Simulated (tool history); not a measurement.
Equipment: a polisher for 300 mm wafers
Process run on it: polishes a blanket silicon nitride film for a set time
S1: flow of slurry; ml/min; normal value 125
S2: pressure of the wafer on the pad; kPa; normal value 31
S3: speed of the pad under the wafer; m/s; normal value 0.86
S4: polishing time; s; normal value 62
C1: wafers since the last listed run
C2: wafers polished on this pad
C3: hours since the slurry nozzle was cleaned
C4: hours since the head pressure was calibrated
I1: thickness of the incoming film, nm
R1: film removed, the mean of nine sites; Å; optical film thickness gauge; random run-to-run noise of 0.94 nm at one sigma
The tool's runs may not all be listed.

Run 1, hour 0: usual settings; C1 0; C2 894; C3 606.7; C4 1067.3; I1 447.3. Result: R1 1293 Å.
Run 2, hour 17.6: usual settings; C1 241; C2 1136; C3 624.3; C4 1084.9; I1 449.9. Result: R1 1276 Å.
Run 3, hour 25.5: usual settings; C1 108; C2 1244; C3 632.2; C4 1092.8; I1 450.8. Result: R1 1270 Å.
Run 4, hour 39.7: usual settings; C1 195; C2 1439; C3 646.4; C4 1107; I1 443.3. Result: R1 1249 Å.
Run 5, hour 51.2: usual settings but S2 34.5 kPa, S4 70 s; C1 158; C2 1597; C3 657.9; C4 1118.5; I1 452.9. Result: R1 1543 Å.
At hour 52.7: slurry nozzle cleaned.
At hour 58.2: worn pad replaced by a new one, of another model than before.
Run 6, hour 63.7: usual settings but S2 34.5 kPa, S4 70 s; C1 103; C2 75; C3 11; C4 1131; I1 446.8. Result: R1 1608 Å.
Run 7, hour 72.7: usual settings but S2 34.5 kPa, S4 70 s; C1 123; C2 198; C3 20; C4 1140; I1 448.3. Result: R1 1610 Å.
Run 8, hour 90.6: usual settings; C1 246; C2 444; C3 37.9; C4 1157.9; I1 453.9. Result: R1 1319 Å.
Run 9, hour 104.1: usual settings; C1 185; C2 630; C3 51.4; C4 1171.4; I1 448.5. Result: R1 1329 Å.
Run 10, hour 113.6: usual settings; C1 130; C2 761; C3 60.9; C4 1180.9; I1 449.5. Result: R1 1314 Å.
Run 11, hour 130.8: usual settings; C1 236; C2 997; C3 78.1; C4 1198.1; I1 449.4. Result: R1 1295 Å.
Run 12, hour 137.6: usual settings but S1 110 ml/min; C1 93; C2 1091; C3 84.9; C4 1204.9; I1 447.5. Result: R1 1270 Å.
Run 13, hour 144.1: usual settings but S1 110 ml/min; C1 89; C2 1180; C3 91.4; C4 1211.4; I1 449.1. Result: R1 1258 Å.
At hour 175: worn pad replaced by a new one.
Run 14, hour 194.6: usual settings but S1 100 ml/min, S2 40 kPa, S3 0.66 m/s, S4 52 s; C1 639; C2 268; C3 141.9; C4 1261.9; I1 451.3. Result: R1 1135 Å.
Run 15, hour 204.9: usual settings; C1 141; C2 410; C3 152.2; C4 1272.2; I1 450.3. Result: R1 1315 Å.
Run 16, hour 212.1: usual settings but S2 34.5 kPa, S3 1.1 m/s; C1 98; C2 509; C3 159.4; C4 1279.4; I1 452.2. Result: R1 1545 Å.
Run 17, hour 219.9: usual settings but S1 140 ml/min, S2 39.3 kPa, S3 0.94 m/s, S4 45 s; C1 107; C2 616; C3 167.2; C4 1287.2; I1 454.1. Result: R1 1145 Å.
Run 18, hour 230.5: usual settings; C1 145; C2 762; C3 177.8; C4 1297.8; I1 450.8. Result: R1 1294 Å.
Run 19, hour 247: usual settings but S2 25.5 kPa; C1 226; C2 989; C3 194.3; C4 1314.3; I1 455.9. Result: R1 1154 Å.
Run 20, hour 261.5: usual settings; C1 199; C2 1188; C3 208.8; C4 1328.8; I1 443.9. Result: R1 1290 Å.
Run 21, hour 271.4: usual settings but S1 155 ml/min, S2 27.6 kPa; C1 136; C2 1324; C3 218.7; C4 1338.7; I1 459.1. Result: R1 1211 Å.
Run 22, hour 284.2: usual settings but S1 90 ml/min, S2 37.9 kPa, S3 0.78 m/s; C1 175; C2 1500; C3 231.5; C4 1351.5; I1 446.4. Result: R1 1272 Å.
At hour 292.7: head pressure recalibrated.
Run 23, hour 294.4: usual settings but S1 145 ml/min, S3 0.64 m/s, S4 68 s; C1 112; C2 1613; C3 241.7; C4 1.7; I1 455.1. Result: R1 1222 Å.
At hour 304.3: worn pad replaced by a new one.
Run 24, hour 304.8: usual settings; C1 87; C2 6; C3 252.1; C4 12.1; I1 444.7. Result: R1 1301 Å.
Run 25, hour 307.7: usual settings but S3 0.66 m/s; C1 39; C2 46; C3 255; C4 15; I1 450. Result: R1 1189 Å.
Run 26, hour 319.4: usual settings; C1 160; C2 207; C3 266.7; C4 26.7; I1 452.5. Result: R1 1330 Å.
Run 27, hour 327.6: usual settings but S1 85 ml/min, S2 40.7 kPa, S3 0.66 m/s, S4 74 s; C1 112; C2 320; C3 274.9; C4 34.9; I1 455.6. Result: R1 1567 Å.
Run 28, hour 344.7: usual settings but S3 1.06 m/s, S4 54 s; C1 235; C2 555; C3 292; C4 52; I1 450.8. Result: R1 1252 Å.
Run 29, hour 359.1: usual settings but S4 79 s; C1 197; C2 753; C3 306.4; C4 66.4; I1 442.6. Result: R1 1645 Å.
Run 30, hour 369.2: usual settings but S3 0.58 m/s; C1 138; C2 891; C3 316.5; C4 76.5; I1 450. Result: R1 1111 Å.
Run 31, hour 386.3: usual settings; C1 235; C2 1126; C3 333.6; C4 93.6; I1 457.8. Result: R1 1267 Å.
Run 32, hour 397.1: usual settings; C1 148; C2 1275; C3 344.4; C4 104.4; I1 446.1. Result: R1 1266 Å.
At hour 415.8: worn pad replaced by a new one.
Run 33, hour 416.3: usual settings but S2 23.4 kPa, S3 0.62 m/s; C1 208; C2 6; C3 363.6; C4 123.6; I1 449.2. Result: R1 1003 Å.
Run 34, hour 421.6: usual settings; C1 72; C2 79; C3 368.9; C4 128.9; I1 456. Result: R1 1320 Å.
Run 35, hour 430.5: usual settings but S1 155 ml/min, S2 27.6 kPa; C1 122; C2 201; C3 377.8; C4 137.8; I1 442. Result: R1 1271 Å.
Run 36, hour 446: usual settings; C1 213; C2 414; C3 393.3; C4 153.3; I1 447.1. Result: R1 1313 Å.
Run 37, hour 459.5: usual settings but S2 24.8 kPa; C1 185; C2 600; C3 406.8; C4 166.8; I1 449.2. Result: R1 1149 Å.

Consider 4 possible next runs. They are alternatives, not a sequence: every one starts from the tool as it was left by run 37. What does each give?
Run A, hour 459.9: usual settings; C1 5; C2 605; C3 407.2; C4 167.2; I1 451.7. Result: R1 ?.
Run B, hour 459.9: usual settings but S2 24.1 kPa, S3 0.58 m/s; C1 5; C2 605; C3 407.2; C4 167.2; I1 451.7. Result: R1 ?.
Run C, hour 459.9: usual settings but S1 145 ml/min; C1 5; C2 605; C3 407.2; C4 167.2; I1 451.7. Result: R1 ?.
Run D, hour 459.9: usual settings but S3 0.58 m/s, S4 75 s; C1 5; C2 605; C3 407.2; C4 167.2; I1 451.7. Result: R1 ?.

run    R1
  A  1307
  B   987
  C  1332
  D  1357
Had the tool no hidden state, the same runs would have come out as:
run    R1
  A  1330
  B  1004
  C  1356
  D  1381

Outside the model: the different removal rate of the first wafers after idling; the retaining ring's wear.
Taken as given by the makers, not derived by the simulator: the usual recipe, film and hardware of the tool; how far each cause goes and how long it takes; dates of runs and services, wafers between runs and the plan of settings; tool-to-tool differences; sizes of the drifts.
